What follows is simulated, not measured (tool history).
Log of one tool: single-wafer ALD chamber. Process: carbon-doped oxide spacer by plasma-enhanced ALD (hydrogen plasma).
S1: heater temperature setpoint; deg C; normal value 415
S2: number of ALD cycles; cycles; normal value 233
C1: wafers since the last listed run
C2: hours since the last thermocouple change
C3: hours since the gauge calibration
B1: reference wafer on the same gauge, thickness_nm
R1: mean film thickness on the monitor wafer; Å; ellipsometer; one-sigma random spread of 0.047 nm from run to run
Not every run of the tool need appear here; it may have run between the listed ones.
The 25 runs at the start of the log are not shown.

run	hour	S1	S2	C1	C2	C3	B1	R1
26	2288.1	415	233	98	552.9	1061.1	10.610	111.04
27	2337.5	415	209	96	602.3	1110.5	10.602	99.93
28	2396.4	415	265	115	661.2	1169.4	10.596	126.09
29	2453.9	415	265	112	718.7	1226.9	10.603	126.67
30	2550.7	415	233	190	815.5	1323.7	10.592	111.35
31	2640.2	415	233	175	905.0	1413.2	10.602	110.98
32	2712.1	415	233	141	976.9	1485.1	10.609	111.30
33	2795.6	415	233	163	1060.4	1568.6	10.600	111.75
34	2870.2	410	221	146	1135.0	1643.2	10.599	107.60
35	2915.2	420	201	88	1180.0	1688.2	10.595	94.27
36	3005.8	409	233	177	1270.6	1778.8	10.583	114.03
37	3043.4	400	273	73	1308.2	1816.4	10.600	135.72
38	3113.1	415	233	136	1377.9	1886.1	10.589	111.88
39	3156.1	406	233	84	1420.9	1929.1	10.619	115.67
40	3196.5	415	190	79	1461.3	1969.5	10.601	90.55
41	3252.4	415	245	109	1517.2	2025.4	10.593	117.18
42	3313.6	408	253	120	1578.4	2086.6	10.594	125.48
43	3387.9	420	190	145	1652.7	2160.9	10.598	89.17
44	3489.0	415	265	198	1753.8	2262.0	10.601	126.65
45	3552.3	430	233	124	1817.1	2325.3	10.590	106.54
46	3591.9	429	277	77	1856.7	2364.9	10.586	126.92

Below are 4 alternative next runs, each starting from the tool's condition after run 46. Predict each:
A	3592.7	415	233	1	1857.5	2365.7	?	?
B	3592.7	410	205	1	1857.5	2365.7	?	?
C	3592.7	415	246	1	1857.5	2365.7	?	?
D	3592.7	423	233	1	1857.5	2365.7	?	?

run	B1	R1
A	10.611	112.06
B	10.611	100.33
C	10.611	118.31
D	10.611	108.90
With no hidden state in the tool, these same runs would have given:
run	R1
A	110.31
B	98.79
C	116.47
D	107.15
